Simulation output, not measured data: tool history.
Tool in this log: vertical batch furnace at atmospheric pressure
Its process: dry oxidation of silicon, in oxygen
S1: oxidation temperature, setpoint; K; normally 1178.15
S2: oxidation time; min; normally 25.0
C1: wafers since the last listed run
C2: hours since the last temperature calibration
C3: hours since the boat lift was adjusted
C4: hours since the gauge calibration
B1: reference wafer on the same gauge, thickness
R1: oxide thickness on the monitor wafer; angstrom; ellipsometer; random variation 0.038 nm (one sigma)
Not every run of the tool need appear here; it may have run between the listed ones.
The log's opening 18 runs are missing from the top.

{"run": 19, "hour": 922.5, "S1": 1178.15, "S2": 30.0, "C1": 1300, "C2": 3294.2, "C3": 1491.8, "C4": 1669.0, "B1": 9.09, "R1": 121.4}
{"hour": 930.3, "done": "gauge calibrated"}
{"run": 20, "hour": 969.3, "S1": 1171.15, "S2": 18.0, "C1": 1161, "C2": 3341.0, "C3": 1538.6, "C4": 39.0, "B1": 9.33, "R1": 80.6}
{"run": 21, "hour": 1039.0, "S1": 1178.15, "S2": 16.5, "C1": 1730, "C2": 3410.7, "C3": 1608.3, "C4": 108.7, "B1": 9.31, "R1": 82.9}
{"run": 22, "hour": 1098.2, "S1": 1178.15, "S2": 25.0, "C1": 1469, "C2": 3469.9, "C3": 1667.5, "C4": 167.9, "B1": 9.31, "R1": 109.3}
{"run": 23, "hour": 1162.0, "S1": 1193.15, "S2": 32.5, "C1": 1584, "C2": 3533.7, "C3": 1731.3, "C4": 231.7, "B1": 9.3, "R1": 152.5}
{"hour": 1211.4, "done": "boat lift adjusted"}
{"run": 24, "hour": 1233.7, "S1": 1162.15, "S2": 18.5, "C1": 1184, "C2": 3605.4, "C3": 22.3, "C4": 303.4, "B1": 9.29, "R1": 74.7}
{"hour": 1286.7, "done": "thermocouples replaced and temperature profile calibrated"}
{"run": 25, "hour": 1297.6, "S1": 1178.15, "S2": 16.5, "C1": 990, "C2": 10.9, "C3": 86.2, "C4": 367.3, "B1": 9.3, "R1": 82.1}
{"run": 26, "hour": 1330.0, "S1": 1178.15, "S2": 25.0, "C1": 804, "C2": 43.3, "C3": 118.6, "C4": 399.7, "B1": 9.3, "R1": 110.0}
{"run": 27, "hour": 1400.4, "S1": 1153.15, "S2": 19.5, "C1": 1747, "C2": 113.7, "C3": 189.0, "C4": 470.1, "B1": 9.31, "R1": 70.0}
{"run": 28, "hour": 1469.5, "S1": 1169.15, "S2": 36.0, "C1": 1715, "C2": 182.8, "C3": 258.1, "C4": 539.2, "B1": 9.29, "R1": 127.8}
{"run": 29, "hour": 1539.5, "S1": 1178.15, "S2": 25.0, "C1": 1737, "C2": 252.8, "C3": 328.1, "C4": 609.2, "B1": 9.29, "R1": 109.6}
{"run": 30, "hour": 1584.9, "S1": 1203.15, "S2": 18.5, "C1": 1127, "C2": 298.2, "C3": 373.5, "C4": 654.6, "B1": 9.27, "R1": 114.7}
{"run": 31, "hour": 1624.6, "S1": 1190.15, "S2": 34.0, "C1": 985, "C2": 337.9, "C3": 413.2, "C4": 694.3, "B1": 9.27, "R1": 152.9}

What will run 32 give?
{"run": 32, "hour": 1674.7, "S1": 1184.15, "S2": 14.5, "C1": 1243, "C2": 388.0, "C3": 463.3, "C4": 744.4, "B1": "?", "R1": "?"}

Run 32 yielded B1 9.27, R1 80.2 angstrom.
If the tool had no hidden condition, the same run with the same run-to-run variation would have returned R1 80.5 angstrom.

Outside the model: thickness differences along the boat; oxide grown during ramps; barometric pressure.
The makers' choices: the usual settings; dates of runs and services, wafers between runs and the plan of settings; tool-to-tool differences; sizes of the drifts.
